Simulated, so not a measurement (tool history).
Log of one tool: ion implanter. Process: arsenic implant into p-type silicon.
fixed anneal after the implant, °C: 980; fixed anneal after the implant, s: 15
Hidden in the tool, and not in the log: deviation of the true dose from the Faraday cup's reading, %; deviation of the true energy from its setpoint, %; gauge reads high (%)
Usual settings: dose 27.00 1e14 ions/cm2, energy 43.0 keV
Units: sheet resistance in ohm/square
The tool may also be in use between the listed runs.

| run | day | dose | energy | wafers since the last listed run | hours since the last dose calibration | hours since the extraction supply was calibrated | hours since the gauge calibration | read-back reference wafer on the same gauge, sheet resistance | sheet resistance |
|---|---|---|---|---|---|---|---|---|---|
| 1 | 0.000 | 27.00 | 43.0 | 0 | 561.7 | 1763.0 | 1312.4 | 71.79 | 75.16 |
| 2 | 2.283 | 27.00 | 43.0 | 769 | 616.5 | 1817.8 | 1367.2 | 71.74 | 75.05 |
| 3 | 6.338 | 27.00 | 43.0 | 1367 | 713.8 | 1915.1 | 1464.5 | 71.80 | 75.19 |
| 4 | 8.979 | 27.00 | 43.0 | 890 | 777.2 | 1978.5 | 1527.9 | 71.75 | 75.23 |
| 5 | 13.408 | 27.00 | 43.0 | 1493 | 883.5 | 2084.8 | 1634.2 | 71.72 | 75.07 |
| 6 | 16.867 | 27.00 | 43.0 | 1166 | 966.5 | 2167.8 | 1717.2 | 71.85 | 75.15 |
| 7 | 20.883 | 27.00 | 43.0 | 1354 | 1062.9 | 2264.2 | 1813.6 | 71.90 | 75.10 |
| 8 | 24.779 | 27.00 | 43.0 | 1313 | 1156.4 | 2357.7 | 1907.1 | 71.76 | 75.09 |
| 9 | 28.988 | 27.00 | 43.0 | 1419 | 1257.4 | 2458.7 | 2008.1 | 71.78 | 75.50 |
| 10 | 32.688 | 27.00 | 43.0 | 1247 | 1346.2 | 2547.5 | 2096.9 | 71.88 | 75.19 |
| 11 | 36.429 | 27.00 | 43.0 | 1261 | 1436.0 | 2637.3 | 2186.7 | 71.90 | 74.90 |
|  | 38.754 | Faraday cup replaced and dose calibrated |
| 12 | 38.854 | 27.00 | 43.0 | 705 | 2.4 | 2695.5 | 2244.9 | 71.84 | 75.46 |
| 13 | 40.921 | 27.00 | 43.0 | 696 | 52.0 | 2745.1 | 2294.5 | 71.90 | 75.55 |
| 14 | 43.783 | 27.00 | 43.0 | 965 | 120.7 | 2813.8 | 2363.2 | 71.85 | 75.58 |
| 15 | 45.883 | 27.00 | 43.0 | 708 | 171.1 | 2864.2 | 2413.6 | 71.77 | 75.13 |
| 16 | 48.383 | 27.00 | 43.0 | 842 | 231.1 | 2924.2 | 2473.6 | 71.83 | 74.79 |
| 17 | 51.071 | 21.17 | 47.0 | 906 | 295.6 | 2988.7 | 2538.1 | 71.79 | 75.82 |
|  | 54.358 | gauge calibrated |
| 18 | 55.008 | 33.71 | 43.0 | 1327 | 390.1 | 3083.2 | 15.6 | 71.79 | 72.93 |
|  | 57.079 | extraction supply calibrated |
| 19 | 57.104 | 27.00 | 43.0 | 594 | 440.4 | 0.6 | 65.9 | 71.86 | 74.94 |
| 20 | 60.362 | 27.00 | 43.0 | 1098 | 518.6 | 78.8 | 144.1 | 71.84 | 75.32 |
| 21 | 62.150 | 27.00 | 43.0 | 602 | 561.5 | 121.7 | 187.0 | 71.86 | 75.09 |
| 22 | 68.458 | 27.00 | 43.0 | 2127 | 712.9 | 273.1 | 338.4 | 71.73 | 75.15 |
| 23 | 72.554 | 22.79 | 52.0 | 1381 | 811.2 | 371.4 | 436.7 | 71.74 | 71.23 |
| 24 | 75.383 | 34.08 | 56.0 | 953 | 879.1 | 439.3 | 504.6 | 71.83 | 62.73 |
| 25 | 76.896 | 24.18 | 43.0 | 509 | 915.4 | 475.6 | 540.9 | 71.68 | 76.05 |
| 26 | 79.404 | 27.00 | 43.0 | 845 | 975.6 | 535.8 | 601.1 | 71.83 | 75.10 |
| 27 | 81.388 | 27.00 | 30.0 | 668 | 1023.2 | 583.4 | 648.7 | 71.89 | 91.10 |
| 28 | 83.388 | 27.00 | 57.5 | 674 | 1071.2 | 631.4 | 696.7 | 71.72 | 65.10 |
| 29 | 87.667 | 30.59 | 29.5 | 1442 | 1173.9 | 734.1 | 799.4 | 71.84 | 90.44 |
| 30 | 91.312 | 27.00 | 29.0 | 1229 | 1261.4 | 821.6 | 886.9 | 71.87 | 92.46 |
| 31 | 93.338 | 32.85 | 35.0 | 682 | 1310.0 | 870.2 | 935.5 | 71.92 | 82.15 |
| 32 | 95.525 | 27.00 | 47.5 | 737 | 1362.5 | 922.7 | 988.0 | 71.80 | 71.09 |
|  | 96.512 | Faraday cup replaced and dose calibrated |
| 33 | 99.525 | 27.00 | 49.0 | 1236 | 72.3 | 1018.7 | 1084.0 | 71.80 | 70.51 |

The tool's hidden state at each run:
deviation of the true dose from the Faraday cup's reading, %: 0 in every run
deviation of the true energy from its setpoint, %: 0 in every run
gauge reads high (%): 0 in every run
